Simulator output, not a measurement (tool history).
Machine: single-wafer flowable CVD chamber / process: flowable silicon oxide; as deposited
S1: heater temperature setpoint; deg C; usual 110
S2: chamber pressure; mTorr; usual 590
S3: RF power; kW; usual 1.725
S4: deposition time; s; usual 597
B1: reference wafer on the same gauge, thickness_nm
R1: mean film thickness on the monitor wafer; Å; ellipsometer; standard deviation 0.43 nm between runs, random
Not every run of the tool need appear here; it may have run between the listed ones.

run    hour   S1   S2     S3   S4       B1       R1
  1       0  110  590  1.725  683  185.057  1900.91
  2    88.8  120  590  1.725  597  184.847  1183.74
  3   164.7  120  590  1.725  597  184.796  1177.31
  4   208.3   98  590  1.805  597  184.967  2663.95
  5   273.7   98  590  1.805  597   185.09  2653.94
      326.9  -- gauge calibrated
  6   376.5   98  590  1.805  597  184.917  2670.06
      498.9  -- RF generator calibrated
      554.9  -- showerhead replaced, of another model than before
        669  -- thermocouple changed; heater temperature recalibrated
  7   680.7  110  590  1.575  560  184.989  1540.81
  8   783.1   97  590  1.725  553  185.214   2554.2
      862.7  -- capacitance manometer re-zeroed and calibrated
  9   881.1  110  736   1.82  597  185.022     2092
 10   921.2  120  526  1.395  678  185.055  1115.83
 11   974.7  124  590   2.03  597   184.99  1071.21
 12  1028.5  110  657  1.725  597   184.97   1831.2
 13    1134   95  713   1.87  597  184.891  3603.04
 14  1219.6  110  590  1.725  597  185.079  1648.77
 15  1277.3  118  590   1.94  519  184.967  1116.55
 16  1348.4  110  443   1.56  510  184.979  1047.12
 17  1398.4  110  590  1.725  597  184.963  1642.83
 18  1506.4  110  590  1.725  501  184.947  1395.25
 19  1544.4  119  645  1.915  562  184.888  1269.17
 20  1604.2  124  590   2.03  597  185.061  1074.13
 21    1754  110  590  1.725  597  184.962  1653.07
 22  1850.1  110  590  1.725  597   185.15  1654.75
 23  1912.4  110  590  1.945  561  184.931  1603.27
 24  1976.9  110  590  1.725  597  185.051  1658.13
 25  2026.4  102  590  1.725  597  185.035  2245.53
 26  2084.9  100  734  1.875  597  185.112  3085.95
 27  2156.3  110  590  1.725  597  185.042  1665.82

Some steps in R1, run to run, broken into two amounts with sign: the step expected even without the hidden condition (settings, incoming material, random variation), and the rest, left for the hidden condition together with whatever gauge scatter is not in both the measured and the hidden-condition-free result:
Hidden state present: wafer temperature above the value expected at the setpoint (K); delivered RF power above the setpoint (%); true pressure above the setpoint (%); gauge reads high (%).
Run 7 -> 8: S1 110 -> 97, S3 1.575 -> 1.725, S4 560 -> 553. R1 +1013.39 Å: hidden state +21.59, all else +991.8.
Run 8 -> 9: S1 97 -> 110, S2 590 -> 736, S3 1.725 -> 1.82, S4 553 -> 597, capacitance manometer re-zeroed and calibrated. R1 -462.2 Å: hidden state -47.33, all else -414.87.
Run 12 -> 13: S1 110 -> 95, S2 657 -> 713, S3 1.725 -> 1.87. R1 +1771.84 Å: hidden state +1.71, all else +1770.13.
Run 13 -> 14: S1 95 -> 110, S2 713 -> 590, S3 1.87 -> 1.725. R1 -1954.27 Å: hidden state -1.26, all else -1953.01.

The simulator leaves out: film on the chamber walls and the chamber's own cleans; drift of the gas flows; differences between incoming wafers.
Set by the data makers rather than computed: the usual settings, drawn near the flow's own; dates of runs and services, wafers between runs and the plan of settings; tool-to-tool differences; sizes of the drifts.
